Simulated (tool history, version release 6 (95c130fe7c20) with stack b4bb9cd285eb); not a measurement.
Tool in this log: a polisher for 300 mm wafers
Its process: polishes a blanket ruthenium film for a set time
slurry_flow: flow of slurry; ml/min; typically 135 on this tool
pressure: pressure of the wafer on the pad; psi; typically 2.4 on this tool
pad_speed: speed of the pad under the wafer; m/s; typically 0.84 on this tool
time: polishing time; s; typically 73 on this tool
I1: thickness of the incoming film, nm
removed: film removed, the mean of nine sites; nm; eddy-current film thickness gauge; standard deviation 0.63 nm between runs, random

Run 1, day 0.000: usual settings; I1 409.8. Result: removed 95.5 nm.
Run 2, day 2.808: usual settings but slurry_flow 120 ml/min; I1 414.2. Result: removed 91.7 nm.
At day 4.921: worn pad replaced by a new one.
Run 3, day 7.179: usual settings but slurry_flow 120 ml/min; I1 413.5. Result: removed 95.2 nm.
Run 4, day 9.467: usual settings but slurry_flow 120 ml/min; I1 406.3. Result: removed 95.2 nm.
Run 5, day 12.888: usual settings; I1 413.1. Result: removed 96.2 nm.
At day 17.592: worn pad replaced by a new one.
At day 22.171: slurry nozzle cleaned.
Run 6, day 23.792: usual settings; I1 411.7. Result: removed 97.1 nm.
At day 28.583: head pressure recalibrated.
At day 29.821: worn pad replaced by a new one.
Run 7, day 30.658: usual settings; I1 408.2. Result: removed 97.9 nm.
Run 8, day 33.192: usual settings but pressure 2.9 psi; I1 409.2. Result: removed 115.5 nm.
Run 9, day 36.454: usual settings but pressure 2.9 psi; I1 406.2. Result: removed 116.0 nm.
Run 10, day 39.300: usual settings but slurry_flow 120 ml/min; I1 402.1. Result: removed 93.1 nm.
At day 42.562: worn pad replaced by a new one.
Run 11, day 44.604: usual settings but slurry_flow 170 ml/min, time 82 s; I1 401.8. Result: removed 114.0 nm.
At day 46.604: slurry nozzle cleaned.
Run 12, day 48.642: usual settings; I1 412.4. Result: removed 96.5 nm.
Run 13, day 51.529: usual settings but slurry_flow 95 ml/min, time 87 s; I1 406.4. Result: removed 105.7 nm.
Run 14, day 54.796: usual settings but slurry_flow 115 ml/min; I1 410.9. Result: removed 89.0 nm.
Run 15, day 57.367: usual settings but slurry_flow 110 ml/min, pressure 1.7 psi, time 64 s; I1 411.0. Result: removed 56.0 nm.
At day 58.008: worn pad replaced by a new one.
Run 16, day 60.754: usual settings but slurry_flow 155 ml/min, pressure 2.9 psi, time 55 s; I1 404.1. Result: removed 90.1 nm.
Run 17, day 64.608: usual settings but pressure 1.8 psi, pad_speed 0.98 m/s; I1 404.3. Result: removed 88.2 nm.
Run 18, day 68.450: usual settings but slurry_flow 95 ml/min, pressure 3.2 psi, pad_speed 0.56 m/s, time 89 s; I1 402.5. Result: removed 92.2 nm.

4 options for the next run, each taken on its own from the tool as it stands now. Forecast them:
Run A, day 68.467: usual settings but pad_speed 0.98 m/s; I1 407.4. Result: removed ?.
Run B, day 68.467: usual settings but slurry_flow 120 ml/min, pressure 3.1 psi, pad_speed 0.72 m/s, time 99 s; I1 407.4. Result: removed ?.
Run C, day 68.467: usual settings but slurry_flow 150 ml/min; I1 407.4. Result: removed ?.
Run D, day 68.467: usual settings but slurry_flow 110 ml/min, pressure 2.8 psi, pad_speed 1.06 m/s; I1 407.4. Result: removed ?.

run  removed
  A    111.3
  B    136.6
  C     97.5
  D    132.1
With the hidden condition removed and each run's random variation left untouched, the same runs would have given:
run  removed
  A    115.7
  B    141.9
  C    101.3
  D    137.2
